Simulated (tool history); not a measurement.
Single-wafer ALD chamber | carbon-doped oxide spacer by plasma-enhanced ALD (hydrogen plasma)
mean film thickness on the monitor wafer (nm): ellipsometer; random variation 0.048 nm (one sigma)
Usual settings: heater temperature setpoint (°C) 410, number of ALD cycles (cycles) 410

run    hour  heater temperature setpoint (°C)  number of ALD cycles (cycles)  read-back reference wafer on the same gauge, thickness_nm  mean film thickness on the monitor wafer (nm)
  1       0                               410                            383                                                     22.901                                         18.206
  2    69.5                               410                            383                                                     22.912                                         18.169
  3   134.4                               410                            383                                                       22.9                                         18.305
  4   218.9                               410                            410                                                     22.894                                         19.468
  5   275.3                               410                            410                                                     22.902                                         19.554
  6     337                               410                            392                                                     22.898                                         18.777
  7   402.2                               410                            392                                                     22.899                                         18.625
  8     471                               410                            410                                                     22.898                                         19.555
  9   517.1                               410                            410                                                     22.912                                         19.624
 10   553.9                               410                            410                                                     22.888                                         19.698
 11   616.8                               410                            484                                                     22.908                                         23.069
 12   658.6                               424                            389                                                       22.9                                         17.613
 13   710.7                               410                            486                                                     22.914                                         23.216
 14   790.5                               410                            410                                                     22.903                                         19.654
 15     840                               399                            331                                                     22.912                                          16.05
 16   916.3                               410                            467                                                     22.891                                         22.024
 17     987                               410                            439                                                     22.906                                         20.717
 18  1050.8                               410                            410                                                       22.9                                         19.372
 19  1086.9                               417                            374                                                       22.9                                         17.255
 20  1161.3                               425                            466                                                     22.897                                         20.907

Not shown: 2 entries that the log had between the listed runs. Between which runs, and how does the tool's hidden state differ before and after?
Between runs 9 and 10: gauge calibrated (hour 539)
  wafer temperature above the value expected at the setpoint (K): -4.55 -> -4.64
  measured less the result without the state, mean film thickness on the monitor wafer (nm): +0.308 -> +0.316
Between runs 15 and 16: thermocouple changed; heater temperature recalibrated (hour 871.6)
  wafer temperature above the value expected at the setpoint (K): -5.36 -> -0.723
  measured less the result without the state, mean film thickness on the monitor wafer (nm): +0 -> +0.056
